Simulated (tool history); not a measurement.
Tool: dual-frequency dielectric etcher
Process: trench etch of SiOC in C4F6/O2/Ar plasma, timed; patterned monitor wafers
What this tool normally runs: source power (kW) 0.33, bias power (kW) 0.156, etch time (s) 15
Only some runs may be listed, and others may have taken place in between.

run    hour  source power (kW)  bias power (kW)  etch time (s)  wafers since the last listed run  hours since the last wet clean  hours since the last source power generator calibration  hours since the last bias power generator calibration  hours since the last upper electrode change  hours since the gauge calibration  read-back reference wafer on the same gauge, depth_nm  mean etch depth across the wafer (nm)
  1       0               0.33            0.156             15                                 0                           420.4                                                   2075.8                                                 3198.1                                       2341.9                             1519.3                                                  27.12                                  30.27
       42.7  -- wet clean of the chamber
  2    75.3               0.33            0.156             15                               746                            32.6                                                   2151.1                                                 3273.4                                       2417.2                             1594.6                                                   27.1                                  29.75
  3   122.4               0.33            0.168             15                               685                            79.7                                                   2198.2                                                 3320.5                                       2464.3                             1641.7                                                   27.1                                  30.33
  4   165.3               0.33            0.168             15                               624                           122.6                                                   2241.1                                                 3363.4                                       2507.2                             1684.6                                                  27.11                                  30.33
  5   228.2               0.33            0.168             15                               915                           185.5                                                     2304                                                 3426.3                                       2570.1                             1747.5                                                  27.12                                  30.32
  6   318.6               0.33            0.145             15                              1315                           275.9                                                   2394.4                                                 3516.7                                       2660.5                             1837.9                                                  27.11                                  29.71
      387.4  -- bias power generator calibrated
  7   391.2               0.33            0.145             15                               997                           348.5                                                     2467                                                    3.8                                       2733.1                             1910.5                                                   27.1                                   29.9
  8     483               0.33            0.145             15                              1335                           440.3                                                   2558.8                                                   95.6                                       2824.9                             2002.3                                                  27.11                                  29.88
      537.6  -- upper electrode replaced
      576.2  -- wet clean of the chamber
  9   581.6               0.33            0.156             15                               736                             5.4                                                   2657.4                                                  194.2                                           44                             2100.9                                                  27.11                                  29.89
 10   661.8               0.29            0.156             15                              1166                            85.6                                                   2737.6                                                  274.4                                        124.2                             2181.1                                                  27.11                                  28.65
 11   702.1               0.29            0.156             15                               586                           125.9                                                   2777.9                                                  314.7                                        164.5                             2221.4                                                   27.1                                  28.76
 12   754.6               0.31            0.156             17                               763                           178.4                                                   2830.4                                                  367.2                                          217                             2273.9                                                  27.09                                  33.29
 13   820.2                0.4            0.156             15                               954                             244                                                     2896                                                  432.8                                        282.6                             2339.5                                                   27.1                                  32.11
 14   892.2               0.33            0.156             15                              1047                             316                                                     2968                                                  504.8                                        354.6                             2411.5                                                  27.09                                  30.31
 15   984.7               0.33            0.156             18                              1345                           408.5                                                   3060.5                                                  597.3                                        447.1                               2504                                                  27.09                                  36.36
       1018  -- wet clean of the chamber
 16  1024.8               0.35            0.156           12.5                               234                             6.8                                                   3100.6                                                  637.4                                        487.2                             2544.1                                                  27.09                                  25.35
 17  1062.3               0.33            0.156             19                               545                            44.3                                                   3138.1                                                  674.9                                        524.7                             2581.6                                                   27.1                                   37.9
 18  1104.6               0.39            0.188             11                               615                            86.6                                                   3180.4                                                  717.2                                          567                             2623.9                                                   27.1                                  24.16
     1134.2  -- gauge calibrated
 19  1148.6               0.28            0.186             13                               640                           130.6                                                   3224.4                                                  761.2                                          611                               14.4                                                   27.1                                  25.62
     1196.6  -- source power generator calibrated
 20  1255.5               0.33            0.156             15                              1496                           237.5                                                     58.9                                                  868.1                                        717.9                              121.3                                                  27.08                                  29.84
 21  1341.9                0.3            0.132             18                              1256                           323.9                                                    145.3                                                  954.5                                        804.3                              207.7                                                  27.11                                  33.75
     1430.7  -- wet clean of the chamber
 22  1431.2               0.33            0.156           12.5                               949                             0.5                                                    234.6                                                 1043.8                                        893.6                                297                                                   27.1                                  24.79

Run 23 comes next. What will it give?
 23  1519.4               0.38            0.156             15                              1283                            88.7                                                    322.8                                                   1132                                        981.8                              385.2                                                      ?                                      ?

{"run 23": {"read-back reference wafer on the same gauge, depth_nm": 27.09, "mean etch depth across the wafer (nm)": 31.33}}
Without the tool's hidden state the same run would have given mean etch depth across the wafer (nm) 31.11.
